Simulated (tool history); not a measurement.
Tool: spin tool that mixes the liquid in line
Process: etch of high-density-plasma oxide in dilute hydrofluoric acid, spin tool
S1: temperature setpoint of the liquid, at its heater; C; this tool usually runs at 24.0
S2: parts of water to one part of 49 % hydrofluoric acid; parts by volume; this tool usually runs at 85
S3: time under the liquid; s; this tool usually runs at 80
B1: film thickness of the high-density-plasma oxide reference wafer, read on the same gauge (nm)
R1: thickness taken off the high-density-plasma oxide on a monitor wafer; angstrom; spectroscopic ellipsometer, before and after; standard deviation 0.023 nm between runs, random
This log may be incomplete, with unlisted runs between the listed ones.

run,hour,S1,S2,S3,B1,R1
1,0.0,23.0,85,80,70.02,69.8
2,76.8,24.0,85,80,69.98,73.0
# hour 85.4: hydrofluoric acid flow meter replaced
3,148.4,24.0,85,80,69.99,72.9
4,194.8,20.0,85,80,70.01,61.3
5,243.6,20.0,85,80,70.01,61.6
6,422.6,24.0,115,80,70.00,51.3
7,497.6,24.0,85,95,70.00,85.4
8,543.6,24.0,85,95,69.99,85.8
9,622.0,27.5,85,80,70.01,82.5
# hour 738.3: thermometer replaced
# hour 769.9: hydrofluoric acid flow meter replaced
10,941.9,27.5,85,80,69.97,84.5
11,981.2,24.0,85,55,70.00,50.5
# hour 1072.2: gauge calibrated
12,1078.2,24.0,85,80,70.01,73.5
13,1177.6,19.5,95,80,70.03,54.2
14,1273.9,24.0,85,80,70.00,73.4
15,1350.9,24.0,110,60,69.99,41.0
# hour 1366.4: hydrofluoric acid flow meter replaced
16,1413.6,24.0,85,80,70.00,73.0
17,1486.0,19.5,50,125,70.00,168.5
18,1559.3,26.5,85,80,70.00,80.8
19,1645.1,24.0,85,80,70.03,72.7
20,1853.2,21.5,115,125,70.01,73.1
# hour 1912.9: hydrofluoric acid flow meter replaced
21,1938.9,24.0,65,65,70.00,79.1
22,2030.2,24.0,85,80,69.96,72.5
23,2126.2,21.5,110,80,70.02,48.8
24,2218.1,24.0,85,95,70.03,85.8
25,2291.8,24.0,110,80,69.98,54.3
26,2353.5,26.0,115,130,69.96,90.5
27,2391.1,28.5,65,80,70.03,115.6
28,2444.1,28.0,85,40,69.98,42.1
29,2518.9,19.5,85,80,70.02,59.5
30,2605.9,24.0,60,55,69.99,71.9
# hour 2637.1: hydrofluoric acid flow meter replaced
31,2700.7,21.5,120,80,70.03,44.0

Predict each of these 5 candidate next runs independently; none follows another, all start after run 31:
A,2701.1,28.0,85,80,?,?
B,2701.1,21.5,100,125,?,?
C,2701.1,22.0,65,60,?,?
D,2701.1,20.5,120,95,?,?
E,2701.1,29.0,120,110,?,?

run,B1,R1
A,70.01,83.8
B,70.01,84.2
C,70.01,66.2
D,70.01,50.1
E,70.01,80.9
What these runs would have given with no unlogged condition in the tool:
run,R1
A,87.1
B,87.8
C,69.0
D,52.2
E,84.0

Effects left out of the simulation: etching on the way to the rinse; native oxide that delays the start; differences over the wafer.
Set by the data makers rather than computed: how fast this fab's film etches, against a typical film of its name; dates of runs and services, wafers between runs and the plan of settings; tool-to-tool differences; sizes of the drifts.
